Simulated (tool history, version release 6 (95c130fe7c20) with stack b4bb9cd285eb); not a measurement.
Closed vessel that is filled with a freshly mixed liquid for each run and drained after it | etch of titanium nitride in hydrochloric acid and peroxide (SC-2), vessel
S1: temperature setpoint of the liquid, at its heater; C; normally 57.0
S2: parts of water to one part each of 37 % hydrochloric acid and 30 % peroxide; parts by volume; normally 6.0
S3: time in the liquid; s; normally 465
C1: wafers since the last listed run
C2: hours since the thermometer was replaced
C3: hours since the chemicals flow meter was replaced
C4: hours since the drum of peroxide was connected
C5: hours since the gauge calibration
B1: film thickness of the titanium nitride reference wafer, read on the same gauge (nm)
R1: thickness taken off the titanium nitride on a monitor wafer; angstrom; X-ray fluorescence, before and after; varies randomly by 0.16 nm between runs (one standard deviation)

{"run": 1, "day": 0.0, "S1": 57.0, "S2": 6.0, "S3": 585, "C1": 0, "C2": 1355.1, "C3": 1321.7, "C4": 819.8, "C5": 1910.4, "B1": 90.01, "R1": 376.9}
{"run": 2, "day": 3.088, "S1": 57.0, "S2": 6.0, "S3": 585, "C1": 6345, "C2": 1429.2, "C3": 1395.8, "C4": 893.9, "C5": 1984.5, "B1": 90.03, "R1": 375.0}
{"run": 3, "day": 15.696, "S1": 57.0, "S2": 6.0, "S3": 465, "C1": 25911, "C2": 1731.8, "C3": 1698.4, "C4": 1196.5, "C5": 2287.1, "B1": 90.01, "R1": 299.6}
{"run": 4, "day": 20.046, "S1": 57.0, "S2": 6.0, "S3": 465, "C1": 8939, "C2": 1836.2, "C3": 1802.8, "C4": 1300.9, "C5": 2391.5, "B1": 89.98, "R1": 299.5}
{"run": 5, "day": 22.438, "S1": 57.0, "S2": 6.0, "S3": 465, "C1": 4915, "C2": 1893.6, "C3": 1860.2, "C4": 1358.3, "C5": 2448.9, "B1": 90.0, "R1": 299.1}
{"run": 6, "day": 24.908, "S1": 57.0, "S2": 6.0, "S3": 465, "C1": 5077, "C2": 1952.9, "C3": 1919.5, "C4": 1417.6, "C5": 2508.2, "B1": 90.0, "R1": 299.5}
{"run": 7, "day": 26.488, "S1": 57.0, "S2": 6.0, "S3": 465, "C1": 3245, "C2": 1990.8, "C3": 1957.4, "C4": 1455.5, "C5": 2546.1, "B1": 90.03, "R1": 295.1}
{"day": 26.983, "done": "new drum of peroxide connected"}
{"day": 27.104, "done": "chemicals flow meter replaced"}
{"run": 8, "day": 28.371, "S1": 57.0, "S2": 6.0, "S3": 465, "C1": 3699, "C2": 2036.0, "C3": 30.4, "C4": 33.3, "C5": 2591.3, "B1": 89.97, "R1": 299.0}
{"run": 9, "day": 30.6, "S1": 57.0, "S2": 6.0, "S3": 465, "C1": 4581, "C2": 2089.5, "C3": 83.9, "C4": 86.8, "C5": 2644.8, "B1": 90.0, "R1": 298.3}
{"run": 10, "day": 33.662, "S1": 57.0, "S2": 6.0, "S3": 465, "C1": 6293, "C2": 2163.0, "C3": 157.4, "C4": 160.3, "C5": 2718.3, "B1": 90.01, "R1": 297.3}
{"run": 11, "day": 36.871, "S1": 57.0, "S2": 6.0, "S3": 465, "C1": 6593, "C2": 2240.0, "C3": 234.4, "C4": 237.3, "C5": 2795.3, "B1": 90.02, "R1": 299.6}
{"run": 12, "day": 40.596, "S1": 57.0, "S2": 6.0, "S3": 735, "C1": 7655, "C2": 2329.4, "C3": 323.8, "C4": 326.7, "C5": 2884.7, "B1": 89.99, "R1": 470.3}
{"run": 13, "day": 45.092, "S1": 57.0, "S2": 6.0, "S3": 465, "C1": 9239, "C2": 2437.3, "C3": 431.7, "C4": 434.6, "C5": 2992.6, "B1": 90.0, "R1": 300.3}
{"run": 14, "day": 48.325, "S1": 66.0, "S2": 4.0, "S3": 545, "C1": 6644, "C2": 2514.9, "C3": 509.3, "C4": 512.2, "C5": 3070.2, "B1": 90.02, "R1": 820.2}
{"run": 15, "day": 52.025, "S1": 64.0, "S2": 5.0, "S3": 465, "C1": 7603, "C2": 2603.7, "C3": 598.1, "C4": 601.0, "C5": 3159.0, "B1": 89.99, "R1": 532.7}
{"run": 16, "day": 53.779, "S1": 57.0, "S2": 4.5, "S3": 465, "C1": 3604, "C2": 2645.8, "C3": 640.2, "C4": 643.1, "C5": 3201.1, "B1": 89.97, "R1": 370.1}
{"run": 17, "day": 57.521, "S1": 49.5, "S2": 4.0, "S3": 715, "C1": 7689, "C2": 2735.6, "C3": 730.0, "C4": 732.9, "C5": 3290.9, "B1": 90.02, "R1": 373.8}
{"run": 18, "day": 60.654, "S1": 62.0, "S2": 4.5, "S3": 360, "C1": 6439, "C2": 2810.8, "C3": 805.2, "C4": 808.1, "C5": 3366.1, "B1": 89.99, "R1": 395.0}
{"day": 66.725, "done": "thermometer replaced"}
{"run": 19, "day": 71.088, "S1": 57.0, "S2": 9.0, "S3": 210, "C1": 21355, "C2": 104.7, "C3": 1055.6, "C4": 1058.5, "C5": 3616.5, "B1": 90.0, "R1": 98.1}
{"run": 20, "day": 72.65, "S1": 57.0, "S2": 5.0, "S3": 730, "C1": 3211, "C2": 142.2, "C3": 1093.1, "C4": 1096.0, "C5": 3654.0, "B1": 90.01, "R1": 539.0}
{"run": 21, "day": 74.346, "S1": 63.5, "S2": 8.5, "S3": 465, "C1": 3485, "C2": 182.9, "C3": 1133.8, "C4": 1136.7, "C5": 3694.7, "B1": 90.01, "R1": 340.5}
{"day": 76.771, "done": "gauge calibrated"}
{"run": 22, "day": 77.746, "S1": 57.0, "S2": 6.0, "S3": 465, "C1": 6987, "C2": 264.5, "C3": 1215.4, "C4": 1218.3, "C5": 23.4, "B1": 90.04, "R1": 299.0}
{"run": 23, "day": 81.046, "S1": 57.0, "S2": 6.0, "S3": 465, "C1": 6781, "C2": 343.7, "C3": 1294.6, "C4": 1297.5, "C5": 102.6, "B1": 89.97, "R1": 300.9}
{"run": 24, "day": 82.988, "S1": 50.5, "S2": 7.0, "S3": 735, "C1": 3990, "C2": 390.3, "C3": 1341.2, "C4": 1344.1, "C5": 149.2, "B1": 89.99, "R1": 275.9}
{"run": 25, "day": 94.296, "S1": 57.0, "S2": 6.0, "S3": 465, "C1": 23239, "C2": 661.7, "C3": 1612.6, "C4": 1615.5, "C5": 420.6, "B1": 90.01, "R1": 299.6}
{"day": 96.208, "done": "new drum of peroxide connected"}
{"run": 26, "day": 97.408, "S1": 57.0, "S2": 6.0, "S3": 465, "C1": 6310, "C2": 736.4, "C3": 1687.3, "C4": 28.8, "C5": 495.3, "B1": 89.99, "R1": 298.2}
{"run": 27, "day": 101.662, "S1": 52.5, "S2": 4.5, "S3": 465, "C1": 8742, "C2": 838.5, "C3": 1789.4, "C4": 130.9, "C5": 597.4, "B1": 90.02, "R1": 271.6}
{"run": 28, "day": 104.521, "S1": 66.5, "S2": 6.0, "S3": 640, "C1": 5874, "C2": 907.1, "C3": 1858.0, "C4": 199.5, "C5": 666.0, "B1": 90.0, "R1": 738.7}
{"run": 29, "day": 106.408, "S1": 57.0, "S2": 6.0, "S3": 465, "C1": 3878, "C2": 952.4, "C3": 1903.3, "C4": 244.8, "C5": 711.3, "B1": 90.03, "R1": 299.1}

What if the next run were any one of these 4? Each begins from the tool's condition after run 29:
{"run": "A", "day": 106.442, "S1": 57.0, "S2": 8.0, "S3": 465, "C1": 68, "C2": 953.2, "C3": 1904.1, "C4": 245.6, "C5": 712.1, "B1": "?", "R1": "?"}
{"run": "B", "day": 106.442, "S1": 60.5, "S2": 6.0, "S3": 310, "C1": 68, "C2": 953.2, "C3": 1904.1, "C4": 245.6, "C5": 712.1, "B1": "?", "R1": "?"}
{"run": "C", "day": 106.442, "S1": 64.0, "S2": 6.0, "S3": 740, "C1": 68, "C2": 953.2, "C3": 1904.1, "C4": 245.6, "C5": 712.1, "B1": "?", "R1": "?"}
{"run": "D", "day": 106.442, "S1": 57.0, "S2": 6.0, "S3": 645, "C1": 68, "C2": 953.2, "C3": 1904.1, "C4": 245.6, "C5": 712.1, "B1": "?", "R1": "?"}

run=A B1=90.01 R1=239.0
run=B B1=90.01 R1=248.4
run=C B1=90.01 R1=736.5
run=D B1=90.01 R1=414.3
The same runs, with their run-to-run variation unchanged, on a tool lacking any hidden condition would have given:
run=A R1=239.0
run=B R1=248.4
run=C R1=736.5
run=D R1=414.3
